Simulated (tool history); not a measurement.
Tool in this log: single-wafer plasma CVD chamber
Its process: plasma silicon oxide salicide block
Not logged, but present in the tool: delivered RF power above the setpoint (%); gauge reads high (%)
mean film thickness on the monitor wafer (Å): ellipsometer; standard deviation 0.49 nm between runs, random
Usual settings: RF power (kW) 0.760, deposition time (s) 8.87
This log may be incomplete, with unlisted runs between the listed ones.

run   hour  RF power (kW)  deposition time (s)  wafers since the last listed run  hours since the last RF generator calibration  hours since the showerhead was replaced  hours since the gauge calibration  read-back reference wafer on the same gauge, thickness_nm  mean film thickness on the monitor wafer (Å)
  1    0.0          0.760                 8.87                                 0                                         1980.7                                   6429.3                              141.0                                                    108.033                                        967.14
  2   12.7          0.760                 8.87                               394                                         1993.4                                   6442.0                              153.7                                                    108.192                                        982.44
  3   20.6          0.760                 8.87                               245                                         2001.3                                   6449.9                              161.6                                                    108.042                                        967.97
  4   31.4          0.760                 8.87                               335                                         2012.1                                   6460.7                              172.4                                                    108.276                                        965.43
  5   43.6          0.760                 8.87                               378                                         2024.3                                   6472.9                              184.6                                                    108.000                                        971.09
  6   57.0          0.720                 8.87                               416                                         2037.7                                   6486.3                              198.0                                                    108.037                                        961.28
  7   88.7          0.760                 8.87                               984                                         2069.4                                   6518.0                              229.7                                                    108.061                                        962.83
  8  100.8          0.760                 8.87                               375                                         2081.5                                   6530.1                              241.8                                                    108.289                                        967.74
     104.7  -- gauge calibrated
  9  108.0          0.760                 8.87                               223                                         2088.7                                   6537.3                                3.3                                                    107.909                                        974.16
 10  118.5          0.690                10.31                               326                                         2099.2                                   6547.8                               13.8                                                    108.305                                       1090.83
 11  133.9          0.680                 8.87                               478                                         2114.6                                   6563.2                               29.2                                                    108.027                                        931.35
 12  150.5          0.635                 9.96                               515                                         2131.2                                   6579.8                               45.8                                                    107.960                                       1024.72
 13  162.4          0.760                 8.04                               369                                         2143.1                                   6591.7                               57.7                                                    108.189                                        876.02
     175.1  -- showerhead replaced
     186.2  -- RF generator calibrated
 14  189.1          0.760                 8.87                               332                                            2.9                                     14.0                               84.4                                                    108.186                                        972.63
 15  198.3          0.635                 8.87                               285                                           12.1                                     23.2                               93.6                                                    108.111                                        922.99
 16  237.9          0.700                 8.87                              1230                                           51.7                                     62.8                              133.2                                                    108.033                                        955.48
 17  245.0          0.760                 8.87                               220                                           58.8                                     69.9                              140.3                                                    108.004                                        966.24
 18  253.2          0.760                 8.87                               254                                           67.0                                     78.1                              148.5                                                    107.950                                        972.83

What the log doesn't show, run by run:
delivered RF power above the setpoint (%): 0, the same for each run
gauge reads high (%): 0, the same for each run
